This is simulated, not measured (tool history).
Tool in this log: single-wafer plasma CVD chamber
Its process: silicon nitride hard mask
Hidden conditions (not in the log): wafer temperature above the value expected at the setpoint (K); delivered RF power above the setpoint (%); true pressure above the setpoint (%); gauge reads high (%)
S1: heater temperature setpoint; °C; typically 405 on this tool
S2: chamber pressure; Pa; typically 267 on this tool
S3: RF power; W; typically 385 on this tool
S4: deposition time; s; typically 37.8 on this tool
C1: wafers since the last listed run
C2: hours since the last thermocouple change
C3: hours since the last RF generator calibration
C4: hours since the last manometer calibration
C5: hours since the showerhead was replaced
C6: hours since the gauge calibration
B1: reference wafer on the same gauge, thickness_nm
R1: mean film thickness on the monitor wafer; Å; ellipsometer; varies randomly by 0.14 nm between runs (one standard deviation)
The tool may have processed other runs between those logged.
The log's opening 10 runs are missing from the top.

Run 11, hour 159.7: usual settings but S4 33.9 s; C1 198; C2 3005.0; C3 1432.7; C4 83.1; C5 35.1; C6 582.2; B1 55.994. Result: R1 484.44 Å.
Run 12, hour 166.8: usual settings but S1 412 °C, S3 330 W, S4 35.3 s; C1 185; C2 3012.1; C3 1439.8; C4 90.2; C5 42.2; C6 589.3; B1 55.967. Result: R1 466.81 Å.
Run 13, hour 181.3: usual settings but S1 400 °C, S2 248 Pa, S3 315 W, S4 40.3 s; C1 378; C2 3026.6; C3 1454.3; C4 104.7; C5 56.7; C6 603.8; B1 55.958. Result: R1 514.19 Å.
At hour 200.3: thermocouple changed; heater temperature recalibrated.
At hour 223.7: gauge calibrated.
Run 14, hour 224.2: usual settings but S2 227 Pa; C1 911; C2 23.9; C3 1497.2; C4 147.6; C5 99.6; C6 0.5; B1 56.010. Result: R1 523.62 Å.
Run 15, hour 230.5: usual settings; C1 164; C2 30.2; C3 1503.5; C4 153.9; C5 105.9; C6 6.8; B1 55.978. Result: R1 537.39 Å.
Run 16, hour 237.3: usual settings but S1 418 °C; C1 177; C2 37.0; C3 1510.3; C4 160.7; C5 112.7; C6 13.6; B1 56.000. Result: R1 534.57 Å.
At hour 259.9: RF generator calibrated.
Run 17, hour 274.3: usual settings but S2 333 Pa; C1 757; C2 74.0; C3 14.4; C4 197.7; C5 149.7; C6 50.6; B1 56.003. Result: R1 581.82 Å.
Run 18, hour 290.5: usual settings but S3 410 W, S4 41.8 s; C1 423; C2 90.2; C3 30.6; C4 213.9; C5 165.9; C6 66.8; B1 55.964. Result: R1 639.62 Å.
Run 19, hour 300.9: usual settings but S1 391 °C, S3 310 W, S4 32.7 s; C1 271; C2 100.6; C3 41.0; C4 224.3; C5 176.3; C6 77.2; B1 55.972. Result: R1 439.76 Å.
Run 20, hour 315.9: usual settings; C1 391; C2 115.6; C3 56.0; C4 239.3; C5 191.3; C6 92.2; B1 56.021. Result: R1 560.88 Å.
Run 21, hour 328.5: usual settings; C1 329; C2 128.2; C3 68.6; C4 251.9; C5 203.9; C6 104.8; B1 55.994. Result: R1 560.02 Å.
Run 22, hour 337.2: usual settings but S2 313 Pa; C1 227; C2 136.9; C3 77.3; C4 260.6; C5 212.6; C6 113.5; B1 55.999. Result: R1 575.99 Å.
Run 23, hour 354.1: usual settings; C1 441; C2 153.8; C3 94.2; C4 277.5; C5 229.5; C6 130.4; B1 55.993. Result: R1 563.31 Å.
Run 24, hour 368.9: usual settings but S1 391 °C, S4 35.6 s; C1 386; C2 168.6; C3 109.0; C4 292.3; C5 244.3; C6 145.2; B1 56.012. Result: R1 529.26 Å.
Run 25, hour 379.1: usual settings; C1 266; C2 178.8; C3 119.2; C4 302.5; C5 254.5; C6 155.4; B1 55.994. Result: R1 562.26 Å.
Run 26, hour 395.3: usual settings but S1 397 °C, S3 350 W; C1 423; C2 195.0; C3 135.4; C4 318.7; C5 270.7; C6 171.6; B1 56.007. Result: R1 540.11 Å.
Run 27, hour 404.7: usual settings but S1 400 °C, S2 235 Pa, S3 325 W, S4 41.3 s; C1 245; C2 204.4; C3 144.8; C4 328.1; C5 280.1; C6 181.0; B1 56.008. Result: R1 558.82 Å.
Run 28, hour 419.7: usual settings; C1 391; C2 219.4; C3 159.8; C4 343.1; C5 295.1; C6 196.0; B1 55.958. Result: R1 561.48 Å.
Run 29, hour 429.4: usual settings but S1 415 °C, S2 293 Pa, S3 340 W, S4 30.6 s; C1 253; C2 229.1; C3 169.5; C4 352.8; C5 304.8; C6 205.7; B1 56.025. Result: R1 432.98 Å.
Run 30, hour 439.7: usual settings but S1 411 °C, S3 415 W, S4 35.1 s; C1 269; C2 239.4; C3 179.8; C4 363.1; C5 315.1; C6 216.0; B1 56.012. Result: R1 539.11 Å.

Predict each of these 3 candidate next runs independently; none follows another, all start after run 30:
Run A, hour 440.1: usual settings; C1 10; C2 239.8; C3 180.2; C4 363.5; C5 315.5; C6 216.4; B1 ?. Result: R1 ?.
Run B, hour 440.1: usual settings but S2 289 Pa; C1 10; C2 239.8; C3 180.2; C4 363.5; C5 315.5; C6 216.4; B1 ?. Result: R1 ?.
Run C, hour 440.1: usual settings but S1 390 °C, S2 293 Pa; C1 10; C2 239.8; C3 180.2; C4 363.5; C5 315.5; C6 216.4; B1 ?. Result: R1 ?.

run      B1      R1
  A  56.001  564.04
  B  56.001  571.05
  C  56.001  575.54
What these runs would have given with no unlogged condition in the tool:
run      R1
  A  566.13
  B  573.17
  C  577.67
